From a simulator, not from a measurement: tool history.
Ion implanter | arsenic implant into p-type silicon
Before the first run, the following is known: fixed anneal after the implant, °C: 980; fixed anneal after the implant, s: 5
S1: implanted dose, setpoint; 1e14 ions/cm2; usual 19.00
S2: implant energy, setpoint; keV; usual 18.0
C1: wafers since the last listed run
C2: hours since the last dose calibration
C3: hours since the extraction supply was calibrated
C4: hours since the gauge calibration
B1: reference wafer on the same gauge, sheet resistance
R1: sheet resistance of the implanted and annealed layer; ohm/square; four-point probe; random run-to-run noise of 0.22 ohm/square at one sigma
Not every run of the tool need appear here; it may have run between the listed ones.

Run 1, day 0.000: usual settings but S1 20.75 1e14 ions/cm2; C1 0; C2 256.3; C3 3609.2; C4 338.1; B1 150.93. Result: R1 145.30 ohm/square.
Run 2, day 3.138: usual settings but S1 20.75 1e14 ions/cm2; C1 1755; C2 331.6; C3 3684.5; C4 413.4; B1 151.05. Result: R1 145.35 ohm/square.
Run 3, day 7.579: usual settings but S1 20.75 1e14 ions/cm2; C1 2485; C2 438.2; C3 3791.1; C4 520.0; B1 150.98. Result: R1 145.43 ohm/square.
Run 4, day 12.196: usual settings; C1 2583; C2 549.0; C3 3901.9; C4 630.8; B1 150.98. Result: R1 146.61 ohm/square.
Run 5, day 15.821: usual settings; C1 2028; C2 636.0; C3 3988.9; C4 717.8; B1 150.91. Result: R1 146.97 ohm/square.
Run 6, day 19.862: usual settings but S2 15.5 keV; C1 2261; C2 733.0; C3 4085.9; C4 814.8; B1 150.92. Result: R1 157.70 ohm/square.
Run 7, day 22.988: usual settings but S2 15.5 keV; C1 1748; C2 808.0; C3 4160.9; C4 889.8; B1 151.06. Result: R1 158.10 ohm/square.
Run 8, day 25.892: usual settings but S1 15.65 1e14 ions/cm2, S2 23.0 keV; C1 1625; C2 877.7; C3 4230.6; C4 959.5; B1 150.97. Result: R1 134.87 ohm/square.
Run 9, day 28.696: usual settings; C1 1569; C2 945.0; C3 4297.9; C4 1026.8; B1 151.10. Result: R1 146.94 ohm/square.
Run 10, day 32.529: usual settings; C1 2145; C2 1037.0; C3 4389.9; C4 1118.8; B1 151.06. Result: R1 146.82 ohm/square.
Run 11, day 34.138: usual settings; C1 899; C2 1075.6; C3 4428.5; C4 1157.4; B1 150.99. Result: R1 146.98 ohm/square.
Run 12, day 38.512: usual settings; C1 2448; C2 1180.6; C3 4533.5; C4 1262.4; B1 151.06. Result: R1 147.19 ohm/square.
Run 13, day 40.871: usual settings; C1 1319; C2 1237.2; C3 4590.1; C4 1319.0; B1 151.02. Result: R1 147.57 ohm/square.
Run 14, day 43.612: usual settings; C1 1534; C2 1303.0; C3 4655.9; C4 1384.8; B1 150.98. Result: R1 146.86 ohm/square.
Run 15, day 46.525: usual settings; C1 1629; C2 1372.9; C3 4725.8; C4 1454.7; B1 150.95. Result: R1 147.25 ohm/square.
Run 16, day 48.725: usual settings; C1 1231; C2 1425.7; C3 4778.6; C4 1507.5; B1 151.10. Result: R1 147.07 ohm/square.
Run 17, day 52.338: usual settings; C1 2021; C2 1512.4; C3 4865.3; C4 1594.2; B1 151.05. Result: R1 147.24 ohm/square.
Run 18, day 55.975: usual settings; C1 2035; C2 1599.7; C3 4952.6; C4 1681.5; B1 151.04. Result: R1 146.90 ohm/square.
Run 19, day 57.812: usual settings but S1 15.24 1e14 ions/cm2, S2 13.5 keV; C1 1028; C2 1643.8; C3 4996.7; C4 1725.6; B1 151.02. Result: R1 173.14 ohm/square.
Run 20, day 60.421: usual settings but S1 20.86 1e14 ions/cm2, S2 15.0 keV; C1 1459; C2 1706.4; C3 5059.3; C4 1788.2; B1 151.01. Result: R1 158.97 ohm/square.
At day 63.221: gauge calibrated.
Run 21, day 63.425: usual settings but S1 21.46 1e14 ions/cm2, S2 23.5 keV; C1 1681; C2 1778.5; C3 5131.4; C4 4.9; B1 150.96. Result: R1 126.06 ohm/square.
At day 65.862: Faraday cup replaced and dose calibrated.
Run 22, day 66.033: usual settings but S1 23.27 1e14 ions/cm2, S2 20.0 keV; C1 1273; C2 4.1; C3 5194.0; C4 67.5; B1 151.06. Result: R1 135.47 ohm/square.
Run 23, day 69.617: usual settings; C1 2005; C2 90.1; C3 5280.0; C4 153.5; B1 150.95. Result: R1 146.37 ohm/square.
Run 24, day 73.162: usual settings but S1 15.88 1e14 ions/cm2, S2 21.5 keV; C1 1984; C2 175.2; C3 5365.1; C4 238.6; B1 150.98. Result: R1 138.33 ohm/square.
At day 73.738: extraction supply calibrated.
Run 25, day 77.092: usual settings; C1 2012; C2 269.5; C3 80.5; C4 332.9; B1 150.96. Result: R1 148.92 ohm/square.
Run 26, day 80.746: usual settings but S1 13.86 1e14 ions/cm2, S2 13.0 keV; C1 2044; C2 357.2; C3 168.2; C4 420.6; B1 151.13. Result: R1 179.92 ohm/square.
Run 27, day 85.075: usual settings but S1 14.18 1e14 ions/cm2, S2 23.5 keV; C1 2422; C2 461.1; C3 272.1; C4 524.5; B1 150.95. Result: R1 138.43 ohm/square.

Run 28 comes next. What will it give?
Run 28, day 87.242: usual settings but S1 22.70 1e14 ions/cm2; C1 1212; C2 513.1; C3 324.1; C4 576.5; B1 ?. Result: R1 ?.

{"run 28": {"B1": 150.96, "R1": 146.0}}
With the hidden condition absent and the run-to-run variation left alone, this run would have shown R1 146.54 ohm/square.

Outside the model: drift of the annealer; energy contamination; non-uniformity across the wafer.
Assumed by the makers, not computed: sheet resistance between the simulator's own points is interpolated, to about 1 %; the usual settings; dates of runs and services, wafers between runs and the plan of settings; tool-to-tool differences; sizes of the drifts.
